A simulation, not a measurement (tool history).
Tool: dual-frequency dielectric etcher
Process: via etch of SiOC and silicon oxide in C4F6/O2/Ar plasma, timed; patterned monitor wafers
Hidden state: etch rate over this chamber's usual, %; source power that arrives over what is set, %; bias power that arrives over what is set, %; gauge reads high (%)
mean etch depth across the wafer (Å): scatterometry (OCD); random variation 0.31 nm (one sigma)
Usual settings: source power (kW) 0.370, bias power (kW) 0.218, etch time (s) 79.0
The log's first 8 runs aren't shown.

run   hour  source power (kW)  bias power (kW)  etch time (s)  wafers since the last listed run  hours since the last wet clean  hours since the last source power generator calibration  hours since the last bias power generator calibration  hours since the last upper electrode change  hours since the gauge calibration  read-back reference wafer on the same gauge, depth_nm  mean etch depth across the wafer (Å)
     155.2  -- source power generator calibrated
  9  184.1              0.370            0.267          102.0                               406                           300.4                                                     28.9                                                   42.6                                       4209.9                              118.1                                                   97.4                                  1351
 10  210.8              0.370            0.218           62.5                               345                           327.1                                                     55.6                                                   69.3                                       4236.6                              144.8                                                   97.4                                   757
     246.5  -- upper electrode replaced
 11  247.0              0.370            0.218           79.0                               158                           363.3                                                     91.8                                                  105.5                                          0.5                              181.0                                                   97.5                                   959
 12  274.1              0.370            0.218           79.0                               351                           390.4                                                    118.9                                                  132.6                                         27.6                              208.1                                                   97.5                                   960
 13  293.3              0.370            0.218           79.0                               248                           409.6                                                    138.1                                                  151.8                                         46.8                              227.3                                                   97.6                                   970
     326.4  -- wet clean of the chamber
 14  326.9              0.330            0.189           79.0                               124                             0.5                                                    171.7                                                  185.4                                         80.4                              260.9                                                   97.4                                   838
 15  327.2              0.370            0.195           79.0                                 3                             0.8                                                    172.0                                                  185.7                                         80.7                              261.2                                                   97.4                                   873
 16  334.5              0.450            0.259           73.0                                94                             8.1                                                    179.3                                                  193.0                                         88.0                              268.5                                                   97.5                                   978
 17  349.6              0.400            0.170           79.0                               195                            23.2                                                    194.4                                                  208.1                                        103.1                              283.6                                                   97.4                                   841
 18  370.2              0.440            0.254           60.0                               266                            43.8                                                    215.0                                                  228.7                                        123.7                              304.2                                                   97.5                                   793
 19  405.9              0.370            0.236           59.0                               462                            79.5                                                    250.7                                                  264.4                                        159.4                              339.9                                                   97.4                                   720
 20  441.3              0.280            0.218           90.0                               458                           114.9                                                    286.1                                                  299.8                                        194.8                              375.3                                                   97.3                                   980
 21  472.7              0.370            0.218           89.0                               406                           146.3                                                    317.5                                                  331.2                                        226.2                              406.7                                                   97.5                                  1060
 22  488.4              0.370            0.218           79.0                               203                           162.0                                                    333.2                                                  346.9                                        241.9                              422.4                                                   97.2                                   939
 23  502.2              0.370            0.250           79.0                               178                           175.8                                                    347.0                                                  360.7                                        255.7                              436.2                                                   97.3                                   997
 24  519.6              0.370            0.218           79.0                               225                           193.2                                                    364.4                                                  378.1                                        273.1                              453.6                                                   97.4                                   948
 25  547.7              0.400            0.232           79.0                               364                           221.3                                                    392.5                                                  406.2                                        301.2                              481.7                                                   97.5                                   994
 26  579.0              0.370            0.184           79.0                               405                           252.6                                                    423.8                                                  437.5                                        332.5                              513.0                                                   97.6                                   873
 27  606.7              0.370            0.218           79.0                               358                           280.3                                                    451.5                                                  465.2                                        360.2                              540.7                                                   97.4                                   950
 28  642.4              0.420            0.252           79.0                               462                           316.0                                                    487.2                                                  500.9                                        395.9                              576.4                                                   97.3                                  1058
 29  673.8              0.420            0.237           64.0                               406                           347.4                                                    518.6                                                  532.3                                        427.3                              607.8                                                   97.5                                   840
 30  686.8              0.370            0.218           79.0                               168                           360.4                                                    531.6                                                  545.3                                        440.3                              620.8                                                   97.5                                   958

4 ways to go on from here, each from the tool as it stands after run 30. What would each give?
  A  687.2              0.440            0.218           79.0                                 5                           360.8                                                    532.0                                                  545.7                                        440.7                              621.2                                                      ?                                     ?
  B  687.2              0.370            0.267           88.5                                 5                           360.8                                                    532.0                                                  545.7                                        440.7                              621.2                                                      ?                                     ?
  C  687.2              0.280            0.267           66.0                                 5                           360.8                                                    532.0                                                  545.7                                        440.7                              621.2                                                      ?                                     ?
  D  687.2              0.370            0.244           71.0                                 5                           360.8                                                    532.0                                                  545.7                                        440.7                              621.2                                                      ?                                     ?

run  read-back reference wafer on the same gauge, depth_nm  mean etch depth across the wafer (Å)
  A                                                   97.5                                  1012
  B                                                   97.5                                  1180
  C                                                   97.5                                   812
  D                                                   97.5                                   908
Without the tool's hidden state the same runs would have given:
run  mean etch depth across the wafer (Å)
  A                                   971
  B                                  1132
  C                                   780
  D                                   872
